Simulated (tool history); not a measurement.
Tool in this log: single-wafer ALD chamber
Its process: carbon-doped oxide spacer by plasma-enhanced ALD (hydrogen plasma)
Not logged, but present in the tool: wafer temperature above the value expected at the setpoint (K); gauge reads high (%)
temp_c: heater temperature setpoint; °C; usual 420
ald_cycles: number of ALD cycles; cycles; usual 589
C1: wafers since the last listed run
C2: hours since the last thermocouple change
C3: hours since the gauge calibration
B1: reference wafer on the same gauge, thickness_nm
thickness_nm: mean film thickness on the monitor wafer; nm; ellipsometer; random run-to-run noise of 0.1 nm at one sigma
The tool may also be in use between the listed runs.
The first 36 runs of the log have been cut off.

Run 37, hour 2936.7: usual settings but ald_cycles 695 cycles; C1 72; C2 1659.0; C3 1926.1; B1 30.627. Result: thickness_nm 38.463 nm.
Run 38, hour 3032.3: usual settings but temp_c 408 °C, ald_cycles 687 cycles; C1 72; C2 1754.6; C3 2021.7; B1 30.614. Result: thickness_nm 39.710 nm.
Run 39, hour 3105.2: usual settings but temp_c 427 °C, ald_cycles 556 cycles; C1 55; C2 1827.5; C3 2094.6; B1 30.599. Result: thickness_nm 30.112 nm.
Run 40, hour 3172.7: usual settings but temp_c 411 °C, ald_cycles 705 cycles; C1 51; C2 1895.0; C3 2162.1; B1 30.611. Result: thickness_nm 40.263 nm.
Run 41, hour 3240.1: usual settings; C1 51; C2 1962.4; C3 2229.5; B1 30.599. Result: thickness_nm 32.524 nm.
Run 42, hour 3329.5: usual settings; C1 67; C2 2051.8; C3 2318.9; B1 30.614. Result: thickness_nm 32.554 nm.
Run 43, hour 3365.9: usual settings but temp_c 428 °C, ald_cycles 525 cycles; C1 27; C2 2088.2; C3 2355.3; B1 30.604. Result: thickness_nm 28.037 nm.
Run 44, hour 3472.2: usual settings but temp_c 424 °C, ald_cycles 503 cycles; C1 80; C2 2194.5; C3 2461.6; B1 30.596. Result: thickness_nm 27.451 nm.
Run 45, hour 3512.7: usual settings but ald_cycles 520 cycles; C1 30; C2 2235.0; C3 2502.1; B1 30.619. Result: thickness_nm 28.600 nm.

Branching from run 45: 5 alternative next runs. What would each branch give?
Run A, hour 3514.0: usual settings but ald_cycles 653 cycles; C1 0; C2 2236.3; C3 2503.4; B1 ?. Result: thickness_nm ?.
Run B, hour 3514.0: usual settings but temp_c 430 °C, ald_cycles 497 cycles; C1 0; C2 2236.3; C3 2503.4; B1 ?. Result: thickness_nm ?.
Run C, hour 3514.0: usual settings but temp_c 412 °C, ald_cycles 630 cycles; C1 0; C2 2236.3; C3 2503.4; B1 ?. Result: thickness_nm ?.
Run D, hour 3514.0: usual settings but ald_cycles 630 cycles; C1 0; C2 2236.3; C3 2503.4; B1 ?. Result: thickness_nm ?.
Run E, hour 3514.0: usual settings but ald_cycles 664 cycles; C1 0; C2 2236.3; C3 2503.4; B1 ?. Result: thickness_nm ?.

run      B1  thickness_nm
  A  30.609        36.140
  B  30.609        26.483
  C  30.609        35.905
  D  30.609        34.867
  E  30.609        36.749
Without the tool's unlogged condition, the same runs would have read:
run  thickness_nm
  A        36.964
  B        27.110
  C        36.700
  D        35.662
  E        37.587
